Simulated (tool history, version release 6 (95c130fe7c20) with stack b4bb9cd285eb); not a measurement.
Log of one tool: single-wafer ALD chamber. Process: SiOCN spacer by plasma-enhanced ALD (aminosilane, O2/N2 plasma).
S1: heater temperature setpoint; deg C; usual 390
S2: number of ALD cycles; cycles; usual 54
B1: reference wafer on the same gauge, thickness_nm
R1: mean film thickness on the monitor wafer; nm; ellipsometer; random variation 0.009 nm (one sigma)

run 1 hour=0.0 | S1=390 S2=54 | B1=4.053 | R1=3.576
run 2 hour=30.9 | S1=390 S2=54 | B1=4.051 | R1=3.550
run 3 hour=58.6 | S1=390 S2=54 | B1=4.047 | R1=3.541
run 4 hour=82.3 | S1=390 S2=54 | B1=4.043 | R1=3.564
run 5 hour=105.9 | S1=390 S2=54 | B1=4.042 | R1=3.569
run 6 hour=133.0 | S1=390 S2=54 | B1=4.041 | R1=3.548
run 7 hour=149.8 | S1=390 S2=49 | B1=4.042 | R1=3.237
run 8 hour=183.1 | S1=386 S2=61 | B1=4.039 | R1=4.006
run 9 hour=202.1 | S1=396 S2=51 | B1=4.040 | R1=3.340
-- hour=221.5 gauge calibrated
-- hour=223.6 thermocouple changed; heater temperature recalibrated
run 10 hour=234.7 | S1=390 S2=58 | B1=4.103 | R1=3.860
run 11 hour=258.9 | S1=385 S2=44 | B1=4.094 | R1=2.946
run 12 hour=277.8 | S1=390 S2=54 | B1=4.085 | R1=3.593
run 13 hour=305.1 | S1=382 S2=45 | B1=4.080 | R1=2.989
run 14 hour=337.7 | S1=383 S2=58 | B1=4.073 | R1=3.837

Forecast each of these 3 alternatives for the next run:
run A hour=338.2 | S1=390 S2=54 | B1=? | R1=?
run B hour=338.2 | S1=401 S2=47 | B1=? | R1=?
run C hour=338.2 | S1=385 S2=49 | B1=? | R1=?

run=A B1=4.073 R1=3.597
run=B B1=4.073 R1=3.117
run=C B1=4.073 R1=3.263
Without the tool's hidden state the same runs would have given:
run=A R1=3.621
run=B R1=3.139
run=C R1=3.286
